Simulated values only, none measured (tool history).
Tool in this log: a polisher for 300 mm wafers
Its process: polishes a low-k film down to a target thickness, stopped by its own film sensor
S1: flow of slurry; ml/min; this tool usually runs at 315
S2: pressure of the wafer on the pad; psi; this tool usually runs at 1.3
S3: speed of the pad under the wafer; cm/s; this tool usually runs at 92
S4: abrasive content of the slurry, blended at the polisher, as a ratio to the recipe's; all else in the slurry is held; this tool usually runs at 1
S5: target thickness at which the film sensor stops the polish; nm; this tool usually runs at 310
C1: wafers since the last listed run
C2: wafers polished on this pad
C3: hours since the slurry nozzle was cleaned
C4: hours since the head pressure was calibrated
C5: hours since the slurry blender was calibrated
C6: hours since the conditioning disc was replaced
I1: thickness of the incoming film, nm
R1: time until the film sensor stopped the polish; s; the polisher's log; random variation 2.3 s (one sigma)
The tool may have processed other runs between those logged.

run	hour	S1	S2	S3	S4	S5	C1	C2	C3	C4	C5	C6	I1	R1
1	0	315	1.3	92	1	310	0	1284	272.1	85.1	129.5	69.3	343.9	170.5
# hour 6.1: worn pad replaced by a new one
2	22.9	315	1.3	92	1.15	310	131	117	295	108	152.4	92.2	332.7	96
3	39.7	315	1.3	92	1.15	310	116	233	311.8	124.8	169.2	109	336.2	112.2
4	74.5	315	1.3	92	1.15	310	241	475	346.6	159.6	204	143.8	333.5	102.8
5	95.9	315	1.3	92	1	310	148	624	368	181	225.4	165.2	336.9	124.1
6	112.5	265	1.3	92	1	310	115	739	384.6	197.6	242	181.8	345.9	168.8
7	146.3	265	1.3	92	1	310	234	974	418.4	231.4	275.8	215.6	336	126.9
# hour 171: worn pad replaced by a new one
8	181	315	1.3	92	1	310	213	69	453.1	266.1	310.5	250.3	335.5	111
# hour 189.3: slurry blender recalibrated
# hour 238.6: conditioning disc replaced and pad reconditioned
9	281.4	315	1.3	92	1	310	669	739	553.5	366.5	92.1	42.8	338.5	135.7
10	297.3	315	1.3	92	1	310	110	849	569.4	382.4	108	58.7	343.7	158.9
11	316.3	315	1.3	92	1	310	132	981	588.4	401.4	127	77.7	341.2	154
# hour 343.3: worn pad replaced by a new one
12	343.8	315	1.7	92	1	310	163	3	615.9	428.9	154.5	105.2	343.8	115.5
13	356.6	315	1.3	92	1	310	88	92	628.7	441.7	167.3	118	339.5	128.7
14	389	315	1.3	92	1	310	225	317	661.1	474.1	199.7	150.4	336.2	113.2
15	423	315	1.3	120	0.9	310	236	553	695.1	508.1	233.7	184.4	335.1	91.9
16	449.1	315	1.3	92	1	310	181	735	721.2	534.2	259.8	210.5	341.9	147.4
# hour 452: slurry nozzle cleaned
17	478.7	315	1.8	92	1	310	198	933	26.7	563.8	289.4	240.1	337.6	95.5
# hour 482.6: conditioning disc replaced and pad reconditioned
18	500.2	385	1.5	68	1	317	135	1069	48.2	585.3	310.9	17.6	338.1	113.6
# hour 513.5: head pressure recalibrated
19	523.6	385	1.4	92	1	317	148	1218	71.6	10.1	334.3	41	334.2	77.3
# hour 554.5: slurry blender recalibrated
# hour 555.5: worn pad replaced by a new one
20	558	315	1.3	108	1	310	218	17	106	44.5	3.5	75.4	335.4	95.2
21	585.4	315	1.3	92	1	310	190	208	133.4	71.9	30.9	102.8	339.4	131.5
22	600.3	315	1.7	92	0.75	302	103	311	148.3	86.8	45.8	117.7	341.4	146.2
23	636.1	315	1.3	92	1	310	248	560	184.1	122.6	81.6	153.5	346.2	170.7
24	649.5	355	1.3	62	1	310	93	653	197.5	136	95	166.9	344.7	218.8
25	680.3	415	1.3	108	1	300	214	867	228.3	166.8	125.8	197.7	337.1	149.6

Pick out some run-to-run changes in R1. Of each, how much would a tool without hidden state show as well, from the settings, what came in and chance, and how much is left for the hidden state and any gauge scatter not in both results compared?
The hidden state here: removal rate lost through wear of the pad, %; slurry flow missing at the pad, %; deviation of the head's pressure from its setpoint, %; abrasive missing from the slurry, %; time polished since the conditioner stopped cutting, s.
Run 1 -> 2: S4 1 -> 1.15, worn pad replaced by a new one. R1 -74.5 s: hidden state -23, all else -51.5.
Run 11 -> 12: S2 1.3 -> 1.7, worn pad replaced by a new one. R1 -38.5 s: hidden state -15.5, all else -23.
Run 24 -> 25: S1 355 -> 415, S3 62 -> 108, S5 310 -> 300. R1 -69.2 s: hidden state -1.7, all else -67.5.
